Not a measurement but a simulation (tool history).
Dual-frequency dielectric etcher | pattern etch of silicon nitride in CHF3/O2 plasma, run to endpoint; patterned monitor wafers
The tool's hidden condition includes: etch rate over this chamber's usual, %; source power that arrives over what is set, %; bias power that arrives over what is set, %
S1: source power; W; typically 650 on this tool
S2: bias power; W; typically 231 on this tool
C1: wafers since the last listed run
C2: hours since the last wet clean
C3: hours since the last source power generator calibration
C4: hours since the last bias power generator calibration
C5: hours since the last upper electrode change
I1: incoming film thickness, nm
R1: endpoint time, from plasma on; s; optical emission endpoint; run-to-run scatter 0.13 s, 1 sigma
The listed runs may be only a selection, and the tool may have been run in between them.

| run | day | S1 | S2 | C1 | C2 | C3 | C4 | C5 | I1 | R1 |
|---|---|---|---|---|---|---|---|---|---|---|
| 1 | 0.000 | 650 | 231 | 0 | 393.9 | 4882.3 | 1632.6 | 3169.7 | 72.0 | 42.8 |
| 2 | 0.404 | 650 | 231 | 105 | 403.6 | 4892.0 | 1642.3 | 3179.4 | 71.7 | 42.6 |
| 3 | 0.792 | 650 | 231 | 100 | 412.9 | 4901.3 | 1651.6 | 3188.7 | 71.4 | 42.6 |
| 4 | 1.171 | 650 | 231 | 98 | 422.0 | 4910.4 | 1660.7 | 3197.8 | 70.8 | 41.9 |
| 5 | 1.442 | 650 | 231 | 70 | 428.5 | 4916.9 | 1667.2 | 3204.3 | 71.4 | 42.4 |
| 6 | 2.096 | 650 | 231 | 170 | 444.2 | 4932.6 | 1682.9 | 3220.0 | 71.7 | 42.7 |
| 7 | 2.525 | 650 | 193 | 111 | 454.5 | 4942.9 | 1693.2 | 3230.3 | 71.4 | 45.5 |
| 8 | 2.896 | 650 | 193 | 96 | 463.4 | 4951.8 | 1702.1 | 3239.2 | 71.8 | 45.8 |
| 9 | 3.538 | 650 | 193 | 167 | 478.8 | 4967.2 | 1717.5 | 3254.6 | 72.6 | 46.4 |
| 10 | 3.954 | 650 | 231 | 108 | 488.8 | 4977.2 | 1727.5 | 3264.6 | 71.6 | 42.7 |
| 11 | 4.442 | 650 | 231 | 126 | 500.5 | 4988.9 | 1739.2 | 3276.3 | 71.5 | 42.6 |
| 12 | 5.029 | 650 | 231 | 153 | 514.6 | 5003.0 | 1753.3 | 3290.4 | 71.7 | 42.7 |
| 13 | 5.488 | 610 | 231 | 119 | 525.6 | 5014.0 | 1764.3 | 3301.4 | 71.5 | 43.9 |
| 14 | 6.221 | 610 | 231 | 190 | 543.2 | 5031.6 | 1781.9 | 3319.0 | 71.6 | 43.9 |
| 15 | 6.750 | 650 | 231 | 137 | 555.9 | 5044.3 | 1794.6 | 3331.7 | 71.9 | 43.2 |
| 16 | 7.908 | 550 | 198 | 301 | 583.7 | 5072.1 | 1822.4 | 3359.5 | 71.9 | 48.8 |
| 17 | 8.525 | 650 | 231 | 160 | 598.5 | 5086.9 | 1837.2 | 3374.3 | 71.4 | 43.0 |
| 18 | 8.921 | 730 | 231 | 103 | 608.0 | 5096.4 | 1846.7 | 3383.8 | 71.6 | 41.2 |
|  | 9.988 | upper electrode replaced |
|  | 10.850 | wet clean of the chamber |
| 19 | 10.871 | 710 | 178 | 23 | 0.5 | 5143.2 | 1893.5 | 21.2 | 71.6 | 44.7 |
| 20 | 10.888 | 800 | 209 | 4 | 0.9 | 5143.6 | 1893.9 | 21.6 | 71.5 | 40.4 |
| 21 | 10.900 | 650 | 231 | 3 | 1.2 | 5143.9 | 1894.2 | 21.9 | 71.9 | 42.4 |
| 22 | 10.912 | 650 | 231 | 3 | 1.5 | 5144.2 | 1894.5 | 22.2 | 72.4 | 42.9 |
| 23 | 11.133 | 550 | 193 | 57 | 6.8 | 5149.5 | 1899.8 | 27.5 | 71.9 | 48.1 |
|  | 11.392 | source power generator calibrated |
| 24 | 11.525 | 520 | 231 | 58 | 16.2 | 3.2 | 1909.2 | 36.9 | 72.1 | 46.2 |
| 25 | 11.792 | 560 | 205 | 69 | 22.6 | 9.6 | 1915.6 | 43.3 | 71.6 | 46.5 |
|  | 12.242 | bias power generator calibrated |
| 26 | 12.425 | 800 | 273 | 121 | 37.8 | 24.8 | 4.4 | 58.5 | 71.5 | 36.6 |
| 27 | 13.092 | 810 | 231 | 173 | 53.8 | 40.8 | 20.4 | 74.5 | 71.0 | 38.6 |
| 28 | 13.467 | 570 | 198 | 97 | 62.8 | 49.8 | 29.4 | 83.5 | 71.9 | 47.1 |
| 29 | 13.925 | 750 | 212 | 119 | 73.8 | 60.8 | 40.4 | 94.5 | 71.9 | 41.4 |
| 30 | 14.671 | 650 | 231 | 194 | 91.7 | 78.7 | 58.3 | 112.4 | 71.1 | 41.9 |
| 31 | 15.154 | 730 | 201 | 125 | 103.3 | 90.3 | 69.9 | 124.0 | 71.5 | 42.4 |
| 32 | 15.408 | 650 | 231 | 66 | 109.4 | 96.4 | 76.0 | 130.1 | 71.7 | 42.6 |
| 33 | 16.092 | 500 | 196 | 177 | 125.8 | 112.8 | 92.4 | 146.5 | 72.0 | 49.9 |
| 34 | 16.792 | 650 | 231 | 182 | 142.6 | 129.6 | 109.2 | 163.3 | 71.6 | 42.2 |
| 35 | 17.371 | 510 | 231 | 150 | 156.5 | 143.5 | 123.1 | 177.2 | 71.6 | 46.6 |
| 36 | 17.838 | 650 | 231 | 121 | 167.7 | 154.7 | 134.3 | 188.4 | 71.0 | 42.3 |

What would each run have given without the hidden state, its run-to-run variation left as it was?
| run | R1 |
|---|---|
| 1 | 42.1 |
| 2 | 41.9 |
| 3 | 41.9 |
| 4 | 41.1 |
| 5 | 41.6 |
| 6 | 41.9 |
| 7 | 44.5 |
| 8 | 44.8 |
| 9 | 45.4 |
| 10 | 41.7 |
| 11 | 41.6 |
| 12 | 41.7 |
| 13 | 42.9 |
| 14 | 42.8 |
| 15 | 42.1 |
| 16 | 47.5 |
| 17 | 41.8 |
| 18 | 40.0 |
| 19 | 44.4 |
| 20 | 40.1 |
| 21 | 42.1 |
| 22 | 42.6 |
| 23 | 47.7 |
| 24 | 45.9 |
| 25 | 46.2 |
| 26 | 36.3 |
| 27 | 38.3 |
| 28 | 46.7 |
| 29 | 41.0 |
| 30 | 41.4 |
| 31 | 41.9 |
| 32 | 42.1 |
| 33 | 49.3 |
| 34 | 41.6 |
| 35 | 46.0 |
| 36 | 41.7 |
